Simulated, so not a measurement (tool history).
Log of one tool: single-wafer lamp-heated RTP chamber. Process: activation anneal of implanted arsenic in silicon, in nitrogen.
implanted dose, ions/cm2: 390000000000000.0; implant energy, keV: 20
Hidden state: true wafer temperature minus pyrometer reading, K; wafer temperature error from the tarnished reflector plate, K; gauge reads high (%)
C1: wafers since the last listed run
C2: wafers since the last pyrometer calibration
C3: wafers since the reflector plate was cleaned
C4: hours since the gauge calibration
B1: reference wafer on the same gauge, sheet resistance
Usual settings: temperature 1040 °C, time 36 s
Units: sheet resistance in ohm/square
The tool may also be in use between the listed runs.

run 1 day=0 | temperature=1040 time=36 | C1=0 C2=904 C3=791 C4=531.7 | B1=231.18 | sheet_resistance=241.44
run 2 day=2.762 | temperature=1040 time=36 | C1=522 C2=1427 C3=1314 C4=598 | B1=230.66 | sheet_resistance=241.14
run 3 day=5.2 | temperature=1040 time=26 | C1=461 C2=1888 C3=1775 C4=656.5 | B1=230.94 | sheet_resistance=243.48
run 4 day=6.804 | temperature=1040 time=26 | C1=303 C2=2192 C3=2078 C4=695 | B1=231.11 | sheet_resistance=245.8
run 5 day=7.817 | temperature=1040 time=26 | C1=191 C2=2383 C3=2270 C4=719.3 | B1=230.93 | sheet_resistance=244.33
run 6 day=9.967 | temperature=1040 time=36 | C1=406 C2=2790 C3=2677 C4=770.9 | B1=231.41 | sheet_resistance=242.41
-- day=11.321 pyrometer window cleaned and pyrometer calibrated
run 7 day=12.254 | temperature=1040 time=36 | C1=369 C2=176 C3=3046 C4=825.8 | B1=231.08 | sheet_resistance=242.89
run 8 day=14.362 | temperature=1040 time=36 | C1=398 C2=575 C3=3445 C4=876.4 | B1=231.09 | sheet_resistance=243.89
run 9 day=15.45 | temperature=1040 time=36 | C1=205 C2=780 C3=3651 C4=902.5 | B1=231.52 | sheet_resistance=241.73
run 10 day=17.317 | temperature=1040 time=44 | C1=353 C2=1134 C3=4004 C4=947.3 | B1=230.74 | sheet_resistance=240.51
run 11 day=19.758 | temperature=1040 time=44 | C1=461 C2=1596 C3=4466 C4=1005.9 | B1=231.05 | sheet_resistance=241.32
run 12 day=20.954 | temperature=1040 time=44 | C1=226 C2=1822 C3=4692 C4=1034.6 | B1=230.67 | sheet_resistance=240.74
run 13 day=22.908 | temperature=1040 time=36 | C1=369 C2=2191 C3=5062 C4=1081.5 | B1=231.25 | sheet_resistance=242.73
run 14 day=24.946 | temperature=1040 time=27 | C1=385 C2=2577 C3=5447 C4=1130.4 | B1=230.97 | sheet_resistance=243.16
run 15 day=26.333 | temperature=1066 time=51 | C1=262 C2=2839 C3=5710 C4=1163.7 | B1=230.79 | sheet_resistance=232.29
-- day=27.3 gauge calibrated
-- day=27.596 pyrometer window cleaned and pyrometer calibrated
run 16 day=27.617 | temperature=1040 time=36 | C1=179 C2=4 C3=5890 C4=7.6 | B1=230.86 | sheet_resistance=242.37
run 17 day=30.35 | temperature=1040 time=36 | C1=517 C2=521 C3=6407 C4=73.2 | B1=230.96 | sheet_resistance=241.95
run 18 day=31.688 | temperature=1012 time=36 | C1=253 C2=774 C3=6660 C4=105.3 | B1=231.3 | sheet_resistance=246.86
-- day=32.388 reflector plate cleaned
run 19 day=33.042 | temperature=1049 time=43 | C1=193 C2=967 C3=123 C4=137.8 | B1=230.91 | sheet_resistance=239.39
run 20 day=40.871 | temperature=1019 time=18 | C1=1481 C2=2448 C3=1604 C4=325.7 | B1=231.05 | sheet_resistance=249.55
-- day=41.983 pyrometer window cleaned and pyrometer calibrated
run 21 day=42.229 | temperature=1049 time=36 | C1=193 C2=46 C3=1798 C4=358.3 | B1=230.98 | sheet_resistance=239.72
run 22 day=44.742 | temperature=1023 time=46 | C1=475 C2=522 C3=2274 C4=418.6 | B1=231.31 | sheet_resistance=244
run 23 day=47.217 | temperature=1017 time=25 | C1=468 C2=990 C3=2742 C4=478 | B1=231.04 | sheet_resistance=247.96
run 24 day=48.267 | temperature=1040 time=36 | C1=198 C2=1189 C3=2941 C4=503.2 | B1=231.09 | sheet_resistance=241.73
run 25 day=49.475 | temperature=1014 time=22 | C1=228 C2=1417 C3=3169 C4=532.2 | B1=231.13 | sheet_resistance=251.3
run 26 day=51.367 | temperature=1040 time=36 | C1=357 C2=1775 C3=3527 C4=577.6 | B1=230.85 | sheet_resistance=244.3
run 27 day=52.917 | temperature=1013 time=44 | C1=293 C2=2068 C3=3820 C4=614.8 | B1=230.99 | sheet_resistance=246.11

3 ways to go on from here, each from the tool as it stands after run 27. What would each give?
run A day=52.933 | temperature=1040 time=36 | C1=3 C2=2071 C3=3824 C4=615.2 | B1=? | sheet_resistance=?
run B day=52.933 | temperature=1059 time=36 | C1=3 C2=2071 C3=3824 C4=615.2 | B1=? | sheet_resistance=?
run C day=52.933 | temperature=1059 time=50 | C1=3 C2=2071 C3=3824 C4=615.2 | B1=? | sheet_resistance=?

run=A B1=230.92 sheet_resistance=240.14
run=B B1=230.92 sheet_resistance=235.99
run=C B1=230.92 sheet_resistance=232.56
Without the tool's hidden state the same runs would have given:
run=A sheet_resistance=240.14
run=B sheet_resistance=235.99
run=C sheet_resistance=232.56
